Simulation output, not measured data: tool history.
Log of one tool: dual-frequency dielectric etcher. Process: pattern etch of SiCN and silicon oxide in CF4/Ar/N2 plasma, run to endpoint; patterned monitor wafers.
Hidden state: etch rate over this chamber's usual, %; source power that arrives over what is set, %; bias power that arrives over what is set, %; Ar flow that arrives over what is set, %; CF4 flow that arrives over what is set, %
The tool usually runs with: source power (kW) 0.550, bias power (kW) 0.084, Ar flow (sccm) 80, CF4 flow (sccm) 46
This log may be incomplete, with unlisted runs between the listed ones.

| run | hour | source power (kW) | bias power (kW) | Ar flow (sccm) | CF4 flow (sccm) | wafers since the last listed run | hours since the last wet clean | hours since the last source power generator calibration | hours since the last bias power generator calibration | hours since the last Ar flow controller change | hours since the last CF4 flow controller change | hours since the last upper electrode change | incoming incoming film thickness, nm | endpoint time (s) |
|---|---|---|---|---|---|---|---|---|---|---|---|---|---|---|
| 1 | 0.0 | 0.550 | 0.084 | 71 | 46 | 0 | 405.7 | 39.1 | 4638.9 | 195.7 | 2321.5 | 0.5 | 9.67 | 9.5 |
| 2 | 25.1 | 0.550 | 0.084 | 80 | 46 | 503 | 430.8 | 64.2 | 4664.0 | 220.8 | 2346.6 | 25.6 | 9.73 | 9.6 |
|  | 58.7 | CF4 flow controller replaced |
| 3 | 59.2 | 0.550 | 0.091 | 91 | 46 | 564 | 464.9 | 98.3 | 4698.1 | 254.9 | 0.5 | 59.7 | 9.65 | 9.4 |
| 4 | 73.8 | 0.550 | 0.090 | 80 | 46 | 293 | 479.5 | 112.9 | 4712.7 | 269.5 | 15.1 | 74.3 | 9.72 | 9.4 |
| 5 | 89.3 | 0.550 | 0.084 | 80 | 55 | 311 | 495.0 | 128.4 | 4728.2 | 285.0 | 30.6 | 89.8 | 9.65 | 9.2 |
|  | 121.0 | wet clean of the chamber |
| 6 | 121.5 | 0.410 | 0.078 | 80 | 46 | 164 | 0.5 | 160.6 | 4760.4 | 317.2 | 62.8 | 122.0 | 9.68 | 16.3 |
| 7 | 122.0 | 0.550 | 0.084 | 80 | 46 | 10 | 1.0 | 161.1 | 4760.9 | 317.7 | 63.3 | 122.5 | 9.71 | 9.6 |
| 8 | 145.5 | 0.550 | 0.084 | 80 | 46 | 471 | 24.5 | 184.6 | 4784.4 | 341.2 | 86.8 | 146.0 | 9.69 | 9.6 |
|  | 157.9 | bias power generator calibrated |
| 9 | 162.0 | 0.460 | 0.104 | 80 | 46 | 250 | 41.0 | 201.1 | 4.1 | 357.7 | 103.3 | 162.5 | 9.76 | 11.9 |
| 10 | 184.1 | 0.550 | 0.072 | 80 | 46 | 443 | 63.1 | 223.2 | 26.2 | 379.8 | 125.4 | 184.6 | 9.65 | 10.1 |
| 11 | 203.1 | 0.550 | 0.084 | 80 | 46 | 381 | 82.1 | 242.2 | 45.2 | 398.8 | 144.4 | 203.6 | 9.74 | 9.6 |
| 12 | 217.1 | 0.500 | 0.084 | 86 | 46 | 281 | 96.1 | 256.2 | 59.2 | 412.8 | 158.4 | 217.6 | 9.73 | 11.2 |
| 13 | 248.0 | 0.450 | 0.072 | 75 | 46 | 620 | 127.0 | 287.1 | 90.1 | 443.7 | 189.3 | 248.5 | 9.84 | 14.2 |
| 14 | 278.4 | 0.550 | 0.095 | 70 | 46 | 610 | 157.4 | 317.5 | 120.5 | 474.1 | 219.7 | 278.9 | 9.68 | 9.0 |
| 15 | 306.7 | 0.450 | 0.084 | 80 | 46 | 568 | 185.7 | 345.8 | 148.8 | 502.4 | 248.0 | 307.2 | 9.72 | 13.3 |
| 16 | 321.9 | 0.550 | 0.084 | 99 | 46 | 305 | 200.9 | 361.0 | 164.0 | 517.6 | 263.2 | 322.4 | 9.75 | 9.9 |
| 17 | 346.3 | 0.680 | 0.084 | 87 | 46 | 489 | 225.3 | 385.4 | 188.4 | 542.0 | 287.6 | 346.8 | 9.69 | 7.2 |
| 18 | 381.7 | 0.550 | 0.084 | 80 | 46 | 710 | 260.7 | 420.8 | 223.8 | 577.4 | 323.0 | 382.2 | 9.69 | 9.6 |
| 19 | 425.0 | 0.470 | 0.084 | 94 | 41 | 869 | 304.0 | 464.1 | 267.1 | 620.7 | 366.3 | 425.5 | 9.65 | 12.8 |
| 20 | 457.8 | 0.550 | 0.084 | 80 | 46 | 658 | 336.8 | 496.9 | 299.9 | 653.5 | 399.1 | 458.3 | 9.65 | 9.5 |
| 21 | 477.3 | 0.550 | 0.084 | 80 | 46 | 391 | 356.3 | 516.4 | 319.4 | 673.0 | 418.6 | 477.8 | 9.61 | 9.5 |
| 22 | 511.4 | 0.620 | 0.084 | 80 | 46 | 684 | 390.4 | 550.5 | 353.5 | 707.1 | 452.7 | 511.9 | 9.72 | 8.1 |
| 23 | 530.8 | 0.450 | 0.084 | 80 | 52 | 389 | 409.8 | 569.9 | 372.9 | 726.5 | 472.1 | 531.3 | 9.78 | 13.0 |
| 24 | 558.5 | 0.620 | 0.084 | 90 | 46 | 556 | 437.5 | 597.6 | 400.6 | 754.2 | 499.8 | 559.0 | 9.64 | 8.1 |
| 25 | 606.8 | 0.550 | 0.084 | 65 | 46 | 969 | 485.8 | 645.9 | 448.9 | 802.5 | 548.1 | 607.3 | 9.63 | 9.3 |

Alternative continuations, all from the tool just after run 25; predict every row:
| A | 607.2 | 0.550 | 0.084 | 90 | 46 | 8 | 486.2 | 646.3 | 449.3 | 802.9 | 548.5 | 607.7 | 9.80 | ? |
| B | 607.2 | 0.660 | 0.098 | 70 | 35 | 8 | 486.2 | 646.3 | 449.3 | 802.9 | 548.5 | 607.7 | 9.80 | ? |
| C | 607.2 | 0.550 | 0.092 | 80 | 39 | 8 | 486.2 | 646.3 | 449.3 | 802.9 | 548.5 | 607.7 | 9.80 | ? |

| run | endpoint time (s) |
|---|---|
| A | 9.8 |
| B | 7.4 |
| C | 9.7 |
What these runs would have given with no unlogged condition in the tool:
| run | endpoint time (s) |
|---|---|
| A | 9.8 |
| B | 7.4 |
| C | 9.7 |
